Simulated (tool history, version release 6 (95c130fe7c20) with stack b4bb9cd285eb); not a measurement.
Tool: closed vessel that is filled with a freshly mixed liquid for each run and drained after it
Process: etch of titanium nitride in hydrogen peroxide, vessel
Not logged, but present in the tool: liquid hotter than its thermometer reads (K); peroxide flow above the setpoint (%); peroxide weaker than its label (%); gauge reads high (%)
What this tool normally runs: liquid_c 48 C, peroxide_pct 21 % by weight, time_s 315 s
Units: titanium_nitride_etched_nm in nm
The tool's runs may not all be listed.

| run | hour | liquid_c | peroxide_pct | time_s | wafers since the last listed run | hours since the thermometer was replaced | hours since the peroxide flow meter was replaced | hours since the drum of peroxide was connected | hours since the gauge calibration | read-back film thickness of the titanium nitride reference wafer, read on the same gauge (nm) | titanium_nitride_etched_nm |
|---|---|---|---|---|---|---|---|---|---|---|---|
| 1 | 0 | 48 | 21 | 260 | 0 | 809.3 | 2225.9 | 236.9 | 39.1 | 59.99 | 19.49 |
| 2 | 24.7 | 48 | 21 | 260 | 2955 | 834 | 2250.6 | 261.6 | 63.8 | 59.97 | 19.46 |
| 3 | 59.8 | 48 | 21 | 260 | 4199 | 869.1 | 2285.7 | 296.7 | 98.9 | 59.99 | 19.52 |
| 4 | 93.4 | 44 | 21 | 315 | 4020 | 902.7 | 2319.3 | 330.3 | 132.5 | 60.02 | 17.69 |
| 5 | 120.6 | 44 | 21 | 315 | 3254 | 929.9 | 2346.5 | 357.5 | 159.7 | 60 | 17.69 |
| 6 | 138.4 | 48 | 21 | 315 | 2129 | 947.7 | 2364.3 | 375.3 | 177.5 | 60 | 23.78 |
| 7 | 151.1 | 48 | 21 | 315 | 1519 | 960.4 | 2377 | 388 | 190.2 | 60.01 | 23.73 |
| 8 | 170.5 | 48 | 18.5 | 400 | 2321 | 979.8 | 2396.4 | 407.4 | 209.6 | 60.01 | 29.28 |
|  | 173.9 | new drum of peroxide connected |
| 9 | 206.1 | 48 | 18.5 | 400 | 4139 | 1015.4 | 2432 | 32.2 | 245.2 | 59.99 | 30 |
|  | 227 | gauge calibrated |
| 10 | 240.9 | 48 | 21 | 220 | 4163 | 1050.2 | 2466.8 | 67 | 13.9 | 60.01 | 16.96 |
| 11 | 269.8 | 48 | 19 | 480 | 3457 | 1079.1 | 2495.7 | 95.9 | 42.8 | 60.02 | 36.17 |
|  | 295.7 | thermometer replaced |
| 12 | 303.7 | 48 | 18.5 | 400 | 3936 | 8 | 2529.6 | 129.8 | 76.7 | 60 | 27.78 |
| 13 | 335.8 | 57 | 21 | 315 | 3840 | 40.1 | 2561.7 | 161.9 | 108.8 | 60.05 | 42.66 |
|  | 345.8 | peroxide flow meter replaced |
| 14 | 351.7 | 48 | 21 | 315 | 1782 | 56 | 5.9 | 177.8 | 124.7 | 59.98 | 22.51 |
| 15 | 385.2 | 54.5 | 15 | 135 | 4008 | 89.5 | 39.4 | 211.3 | 158.2 | 60.01 | 14.46 |
| 16 | 406.6 | 45 | 19 | 415 | 2560 | 110.9 | 60.8 | 232.7 | 179.6 | 59.99 | 23.39 |
| 17 | 434.5 | 48 | 19 | 315 | 3338 | 138.8 | 88.7 | 260.6 | 207.5 | 59.95 | 22.23 |
| 18 | 464.4 | 43 | 21 | 315 | 3577 | 168.7 | 118.6 | 290.5 | 237.4 | 60 | 15.68 |

Results per run with the tool's hidden condition removed, run-to-run variation unchanged:
| run | titanium_nitride_etched_nm |
|---|---|
| 1 | 18.54 |
| 2 | 18.5 |
| 3 | 18.53 |
| 4 | 16.75 |
| 5 | 16.72 |
| 6 | 22.52 |
| 7 | 22.45 |
| 8 | 27.68 |
| 9 | 27.87 |
| 10 | 15.73 |
| 11 | 33.53 |
| 12 | 27.67 |
| 13 | 42.48 |
| 14 | 22.4 |
| 15 | 14.37 |
| 16 | 23.21 |
| 17 | 22.04 |
| 18 | 15.52 |

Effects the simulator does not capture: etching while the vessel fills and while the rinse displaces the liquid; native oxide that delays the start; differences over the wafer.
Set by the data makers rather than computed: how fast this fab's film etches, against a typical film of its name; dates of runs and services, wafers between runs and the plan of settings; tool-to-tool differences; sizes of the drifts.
